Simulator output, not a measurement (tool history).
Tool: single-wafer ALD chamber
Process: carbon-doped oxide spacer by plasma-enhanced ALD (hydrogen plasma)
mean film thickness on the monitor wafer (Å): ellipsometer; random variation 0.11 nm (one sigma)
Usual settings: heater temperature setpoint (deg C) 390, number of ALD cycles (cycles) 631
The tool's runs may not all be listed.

| run | hour | heater temperature setpoint (deg C) | number of ALD cycles (cycles) | read-back reference wafer on the same gauge, thickness_nm | mean film thickness on the monitor wafer (Å) |
|---|---|---|---|---|---|
| 1 | 0.0 | 390 | 631 | 29.313 | 329.54 |
| 2 | 99.4 | 390 | 631 | 29.363 | 329.42 |
| 3 | 187.1 | 382 | 684 | 29.291 | 357.06 |
| 4 | 244.5 | 382 | 684 | 29.331 | 356.37 |
| 5 | 304.8 | 387 | 566 | 29.425 | 296.11 |
| 6 | 375.6 | 387 | 566 | 29.380 | 294.55 |
| 7 | 421.9 | 390 | 631 | 29.420 | 326.92 |
| 8 | 499.9 | 390 | 631 | 29.397 | 328.29 |
| 9 | 606.4 | 390 | 631 | 29.417 | 330.12 |
| 10 | 672.6 | 390 | 631 | 29.391 | 331.66 |
| 11 | 779.3 | 390 | 631 | 29.522 | 329.75 |
| 12 | 863.2 | 390 | 631 | 29.514 | 331.29 |
| 13 | 938.2 | 390 | 631 | 29.518 | 332.01 |
| 14 | 1042.8 | 390 | 631 | 29.534 | 331.42 |
|  | 1177.9 | gauge calibrated |
| 15 | 1210.3 | 390 | 631 | 29.110 | 325.43 |
| 16 | 1313.1 | 378 | 631 | 29.120 | 326.64 |
| 17 | 1401.6 | 378 | 631 | 29.173 | 325.61 |
| 18 | 1470.8 | 390 | 631 | 29.139 | 327.79 |
| 19 | 1558.7 | 390 | 631 | 29.172 | 329.14 |
|  | 1571.4 | thermocouple changed; heater temperature recalibrated |
| 20 | 1606.5 | 402 | 539 | 29.185 | 274.96 |
| 21 | 1703.0 | 402 | 539 | 29.184 | 276.13 |
| 22 | 1757.0 | 379 | 517 | 29.236 | 269.54 |
| 23 | 1830.0 | 390 | 631 | 29.289 | 328.49 |
| 24 | 1869.8 | 390 | 596 | 29.304 | 310.47 |
| 25 | 1924.7 | 390 | 631 | 29.320 | 327.97 |
| 26 | 1970.2 | 379 | 719 | 29.295 | 377.34 |
| 27 | 2009.8 | 399 | 599 | 29.327 | 313.25 |
| 28 | 2094.8 | 390 | 631 | 29.319 | 327.49 |
| 29 | 2154.9 | 383 | 726 | 29.346 | 379.86 |
| 30 | 2222.7 | 398 | 588 | 29.372 | 307.90 |
| 31 | 2319.8 | 379 | 573 | 29.400 | 299.66 |
| 32 | 2361.3 | 385 | 729 | 29.409 | 379.86 |
| 33 | 2451.7 | 379 | 750 | 29.399 | 393.11 |
| 34 | 2543.5 | 390 | 631 | 29.432 | 330.09 |
| 35 | 2590.8 | 394 | 631 | 29.429 | 329.60 |
| 36 | 2651.8 | 381 | 746 | 29.475 | 391.59 |
| 37 | 2694.3 | 377 | 580 | 29.432 | 303.31 |
| 38 | 2783.5 | 377 | 596 | 29.566 | 313.05 |
|  | 2879.1 | gauge calibrated |
| 39 | 2885.9 | 403 | 631 | 29.074 | 321.49 |
| 40 | 2991.6 | 378 | 631 | 29.060 | 325.66 |
| 41 | 3056.4 | 390 | 680 | 29.130 | 351.21 |
| 42 | 3151.5 | 396 | 708 | 29.106 | 365.60 |

Some steps in mean film thickness on the monitor wafer (Å) between neighbouring runs. How much of each would the tool show without its hidden state too (settings, what came in, random variation), and how much is left for the hidden state, with any gauge scatter that isn't in both results?
The hidden state here: wafer temperature above the value expected at the setpoint (K); gauge reads high (%).
Run 14 -> 15: gauge calibrated. mean film thickness on the monitor wafer (Å) -5.99: hidden state -4.95, all else -1.04.
Run 29 -> 30: heater temperature setpoint (deg C) 383 -> 398, number of ALD cycles (cycles) 726 -> 588. mean film thickness on the monitor wafer (Å) -71.96: hidden state -0.42, all else -71.54.
Run 31 -> 32: heater temperature setpoint (deg C) 379 -> 385, number of ALD cycles (cycles) 573 -> 729. mean film thickness on the monitor wafer (Å) +80.20: hidden state +0.91, all else +79.29.
Run 36 -> 37: heater temperature setpoint (deg C) 381 -> 377, number of ALD cycles (cycles) 746 -> 580. mean film thickness on the monitor wafer (Å) -88.28: hidden state -1.00, all else -87.28.
Run 38 -> 39: heater temperature setpoint (deg C) 377 -> 403, number of ALD cycles (cycles) 596 -> 631, gauge calibrated. mean film thickness on the monitor wafer (Å) +8.44: hidden state -4.74, all else +13.18.

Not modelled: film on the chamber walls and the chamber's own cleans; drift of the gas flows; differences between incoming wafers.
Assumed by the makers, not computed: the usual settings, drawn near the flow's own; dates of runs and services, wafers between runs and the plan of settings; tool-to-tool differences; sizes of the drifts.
